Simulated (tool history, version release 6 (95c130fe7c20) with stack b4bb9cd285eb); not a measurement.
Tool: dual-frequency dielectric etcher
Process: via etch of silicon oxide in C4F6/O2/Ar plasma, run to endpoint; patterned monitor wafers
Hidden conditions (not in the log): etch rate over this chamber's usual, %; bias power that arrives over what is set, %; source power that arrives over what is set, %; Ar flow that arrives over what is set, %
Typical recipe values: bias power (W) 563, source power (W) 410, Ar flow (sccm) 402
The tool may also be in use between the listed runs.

run,hour,bias power (W),source power (W),Ar flow (sccm),wafers since the last listed run,hours since the last wet clean,hours since the last bias power generator calibration,hours since the last source power generator calibration,hours since the last Ar flow controller change,hours since the last upper electrode change,"incoming incoming film thickness, nm",endpoint time (s)
1,0,563,410,402,0,268.3,4210.8,2647.7,3799.1,3350.9,128.9,30.3
2,23.1,563,410,402,308,291.4,4233.9,2670.8,3822.2,3374,129.2,30.2
3,36.6,563,410,402,180,304.9,4247.4,2684.3,3835.7,3387.5,127.8,30.2
4,48.9,563,410,402,164,317.2,4259.7,2696.6,3848,3399.8,128.8,30.4
5,64.6,563,410,402,209,332.9,4275.4,2712.3,3863.7,3415.5,128.1,30.5
6,98.7,563,410,402,454,367,4309.5,2746.4,3897.8,3449.6,127.5,30
7,126.7,563,430,402,373,395,4337.5,2774.4,3925.8,3477.6,128.7,30.3
# hour 144: Ar flow controller replaced
8,145.6,563,410,402,172,413.9,4356.4,2793.3,1.6,3496.5,127.4,30.4
# hour 208.9: source power generator calibrated
9,211.7,508,370,478,828,480,4422.5,2.8,67.7,3562.6,128.9,34.5
# hour 245.8: wet clean of the chamber
10,246.3,563,480,402,141,0.5,4457.1,37.4,102.3,3597.2,127.8,27.5
# hour 272.4: bias power generator calibrated
# hour 286.2: upper electrode replaced
11,286.7,653,410,478,300,40.9,14.3,77.8,142.7,0.5,127.7,27.6
12,295.4,563,410,454,116,49.6,23,86.5,151.4,9.2,127.7,29.9
13,314.9,525,450,402,260,69.1,42.5,106,170.9,28.7,129.7,29.6
14,344.8,666,410,430,398,99,72.4,135.9,200.8,58.6,128.3,27.4
15,362.1,563,410,402,230,116.3,89.7,153.2,218.1,75.9,128.6,29.5

Forecast each of these 3 alternatives for the next run:
A,362.5,672,410,402,5,116.7,90.1,153.6,218.5,76.3,129.4,?
B,362.5,509,410,446,5,116.7,90.1,153.6,218.5,76.3,129.4,?
C,362.5,440,360,402,5,116.7,90.1,153.6,218.5,76.3,129.4,?

run,endpoint time (s)
A,27.8
B,32.1
C,35.5
Stripped of hidden state, with their random variation kept, the same runs would have yielded:
run,endpoint time (s)
A,27.3
B,31.6
C,34.9
